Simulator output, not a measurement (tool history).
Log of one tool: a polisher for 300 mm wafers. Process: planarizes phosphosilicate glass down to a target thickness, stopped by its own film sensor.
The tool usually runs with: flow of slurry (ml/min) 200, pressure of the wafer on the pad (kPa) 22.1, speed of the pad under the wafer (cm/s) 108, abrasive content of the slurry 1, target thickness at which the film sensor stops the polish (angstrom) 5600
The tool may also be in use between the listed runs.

| run | hour | flow of slurry (ml/min) | pressure of the wafer on the pad (kPa) | speed of the pad under the wafer (cm/s) | abrasive content of the slurry | target thickness at which the film sensor stops the polish (angstrom) | wafers since the last listed run | wafers polished on this pad | hours since the slurry nozzle was cleaned | hours since the head pressure was calibrated | hours since the slurry blender was calibrated | hours since the conditioning disc was replaced | incoming thickness of the incoming film, nm | time until the film sensor stopped the polish (s) |
|---|---|---|---|---|---|---|---|---|---|---|---|---|---|---|
| 1 | 0 | 200 | 22.1 | 108 | 0.8 | 5600 | 0 | 2320 | 467.7 | 465.2 | 271.6 | 352 | 1089 | 63.4 |
| 2 | 72.9 | 200 | 22.1 | 108 | 1 | 7000 | 930 | 3251 | 540.6 | 538.1 | 344.5 | 424.9 | 1101 | 46.4 |
|  | 136.2 | conditioning disc replaced and pad reconditioned |
| 3 | 149.2 | 200 | 22.1 | 108 | 1 | 7000 | 948 | 4200 | 616.9 | 614.4 | 420.8 | 13 | 1091.7 | 44.6 |
|  | 175.3 | slurry nozzle cleaned |
|  | 193.8 | head pressure recalibrated |
| 4 | 249.4 | 200 | 20 | 108 | 1 | 5600 | 1241 | 5441 | 74.1 | 55.6 | 521 | 113.2 | 1079.2 | 69.5 |
|  | 273.2 | slurry blender recalibrated |
| 5 | 328.5 | 200 | 20 | 108 | 1 | 5600 | 984 | 6425 | 153.2 | 134.7 | 55.3 | 192.3 | 1104.9 | 64.8 |
| 6 | 376.4 | 200 | 22.1 | 108 | 1 | 5600 | 611 | 7037 | 201.1 | 182.6 | 103.2 | 240.2 | 1113.1 | 61.9 |
|  | 394.8 | worn pad replaced by a new one |
| 7 | 419.8 | 200 | 22.1 | 108 | 1 | 5600 | 503 | 319 | 244.5 | 226 | 146.6 | 283.6 | 1106.9 | 61.8 |
| 8 | 518.2 | 200 | 22.1 | 108 | 1 | 5600 | 1256 | 1575 | 342.9 | 324.4 | 245 | 382 | 1102.5 | 61 |
| 9 | 602.7 | 200 | 24.8 | 144 | 1 | 5600 | 1079 | 2654 | 427.4 | 408.9 | 329.5 | 466.5 | 1107.5 | 47.9 |
|  | 677.6 | conditioning disc replaced and pad reconditioned |
| 10 | 678.1 | 145 | 26.9 | 108 | 1 | 5600 | 937 | 3592 | 502.8 | 484.3 | 404.9 | 0.5 | 1090 | 55 |
| 11 | 736.9 | 200 | 22.1 | 108 | 0.9 | 4940 | 750 | 4343 | 561.6 | 543.1 | 463.7 | 59.3 | 1099.3 | 74.7 |
|  | 741.3 | slurry blender recalibrated |
|  | 783.5 | head pressure recalibrated |
| 12 | 785.1 | 250 | 16.5 | 108 | 0.75 | 4350 | 564 | 4907 | 609.8 | 1.6 | 43.8 | 107.5 | 1107.7 | 100.3 |
|  | 865.4 | slurry nozzle cleaned |
|  | 891.1 | worn pad replaced by a new one |
| 13 | 907.2 | 200 | 22.1 | 108 | 1 | 5600 | 1495 | 205 | 41.8 | 123.7 | 165.9 | 229.6 | 1085.3 | 56.1 |
| 14 | 946.7 | 200 | 22.1 | 88 | 1 | 7180 | 504 | 709 | 81.3 | 163.2 | 205.4 | 269.1 | 1096.4 | 47.4 |
| 15 | 1017.9 | 200 | 22.1 | 108 | 1 | 5600 | 909 | 1618 | 152.5 | 234.4 | 276.6 | 340.3 | 1110.8 | 62.1 |
|  | 1168.4 | conditioning disc replaced and pad reconditioned |
| 16 | 1182.8 | 200 | 28.3 | 108 | 1.1 | 5600 | 2080 | 3699 | 317.4 | 399.3 | 441.5 | 14.4 | 1104 | 50.8 |
| 17 | 1229.7 | 200 | 22.1 | 108 | 1 | 5600 | 598 | 4298 | 364.3 | 446.2 | 488.4 | 61.3 | 1095.6 | 63.7 |
| 18 | 1286.5 | 200 | 22.1 | 108 | 1 | 5600 | 725 | 5023 | 421.1 | 503 | 545.2 | 118.1 | 1084.2 | 65.9 |
|  | 1354 | head pressure recalibrated |
|  | 1359.8 | slurry blender recalibrated |
| 19 | 1363.7 | 255 | 27.6 | 108 | 0.9 | 6990 | 934 | 5958 | 498.3 | 9.7 | 3.9 | 195.3 | 1088 | 34.1 |
|  | 1406.5 | worn pad replaced by a new one |
|  | 1435.1 | slurry nozzle cleaned |
|  | 1644.5 | conditioning disc replaced and pad reconditioned |
| 20 | 1655.6 | 200 | 22.1 | 108 | 1 | 5600 | 3638 | 3143 | 220.5 | 301.6 | 295.8 | 11.1 | 1109.5 | 61.9 |
| 21 | 1719.3 | 140 | 22.1 | 108 | 1 | 7320 | 813 | 3956 | 284.2 | 365.3 | 359.5 | 74.8 | 1083 | 42.2 |
| 22 | 1854.5 | 200 | 29 | 108 | 1 | 5600 | 1726 | 5683 | 419.4 | 500.5 | 494.7 | 210 | 1075.8 | 50.7 |
|  | 1882.8 | worn pad replaced by a new one |
| 23 | 1898.7 | 200 | 22.1 | 108 | 1 | 5600 | 513 | 202 | 463.6 | 544.7 | 538.9 | 254.2 | 1118.2 | 69.4 |
| 24 | 1946.6 | 200 | 22.1 | 108 | 1 | 5600 | 611 | 814 | 511.5 | 592.6 | 586.8 | 302.1 | 1088.3 | 68.4 |
|  | 1962.9 | head pressure recalibrated |
|  | 1966.4 | slurry blender recalibrated |
| 25 | 1987.1 | 200 | 16.5 | 108 | 1 | 4350 | 466 | 1280 | 552 | 24.2 | 20.7 | 342.6 | 1104.9 | 91 |
| 26 | 2047 | 200 | 22.1 | 134 | 1 | 5600 | 764 | 2045 | 611.9 | 84.1 | 80.6 | 402.5 | 1087.2 | 50.2 |

Alternative continuations, all from the tool just after run 26; predict every row:
| A | 2047.4 | 200 | 22.1 | 122 | 1 | 5600 | 5 | 2050 | 612.3 | 84.5 | 81 | 402.9 | 1101 | ? |
| B | 2047.4 | 270 | 29.6 | 132 | 1 | 6530 | 5 | 2050 | 612.3 | 84.5 | 81 | 402.9 | 1101 | ? |
| C | 2047.4 | 260 | 22.1 | 108 | 1.25 | 6980 | 5 | 2050 | 612.3 | 84.5 | 81 | 402.9 | 1101 | ? |

| run | time until the film sensor stopped the polish (s) |
|---|---|
| A | 54.1 |
| B | 32.3 |
| C | 39.1 |
With the hidden condition removed and each run's random variation left untouched, the same runs would have given:
| run | time until the film sensor stopped the polish (s) |
|---|---|
| A | 53.8 |
| B | 32.1 |
| C | 38.9 |
